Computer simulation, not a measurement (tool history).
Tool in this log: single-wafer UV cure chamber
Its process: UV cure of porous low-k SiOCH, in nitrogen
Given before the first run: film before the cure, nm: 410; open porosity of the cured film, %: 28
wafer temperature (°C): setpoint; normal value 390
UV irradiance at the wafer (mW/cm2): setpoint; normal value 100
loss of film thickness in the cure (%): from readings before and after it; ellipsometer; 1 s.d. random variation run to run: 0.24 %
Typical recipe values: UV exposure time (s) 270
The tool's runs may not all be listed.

run,day,wafer temperature (°C),UV exposure time (s),UV irradiance at the wafer (mW/cm2),loss of film thickness in the cure (%)
1,0,390,270,100,11.755
2,2.671,390,270,100,11.702
3,5.479,390,270,100,11.435
4,7.158,395,270,100,11.187
5,8.758,395,270,100,11.493
6,10.65,390,270,100,11.069
7,11.75,390,270,100,11.245
8,13.55,390,270,100,11.196
9,16.129,390,270,100,11.11
10,18.008,390,270,100,11
11,20.825,390,270,100,11.412
# day 22.679: quartz window cleaned
12,22.7,390,270,118,11.545
13,25.129,390,270,118,11.609
14,26.712,390,270,118,11.264
15,28.021,390,175,100,9.07
16,30.742,390,175,100,8.822
17,33.292,400,270,100,10.784
18,35.912,390,270,71,9.252
19,39.242,390,270,71,9.367
20,40.279,390,205,70,8.002
21,41.279,390,270,100,10.767
# day 42.383: UV bulbs replaced
# day 43.362: quartz window cleaned
22,43.617,390,270,100,13.55
23,45.058,401,395,100,15.64
24,47.033,407,270,81,12.38
25,49.758,397,270,83,11.934
26,51.388,378,425,136,16.24
27,54.05,378,270,100,13.052
28,56.062,390,270,100,12.455
29,58.8,390,165,72,8.271
30,63.675,390,270,71,10.381
31,64.75,390,135,100,9.06
32,66.3,390,270,100,12.089
33,68.242,390,270,100,11.873
# day 68.821: quartz window cleaned
34,69.912,390,165,128,10.923
35,76.546,406,405,77,12.694
36,81.933,371,270,100,11.507
37,83.079,397,325,85,11.899
38,85.9,371,415,100,14.007
39,88.154,404,270,122,12.717
40,90.712,390,270,100,11.53
# day 95.088: quartz window cleaned
41,98.042,375,360,100,12.741

Each row is a separate what-if for the run after 41, all from the same tool condition, not one after another. Results?
A,98.062,390,270,100,?
B,98.062,403,185,100,?
C,98.062,401,315,69,?

run,loss of film thickness in the cure (%)
A,11.593
B,10.043
C,10.764
Had the tool no hidden state, the same runs would have come out as:
run,loss of film thickness in the cure (%)
A,13.537
B,11.932
C,12.678
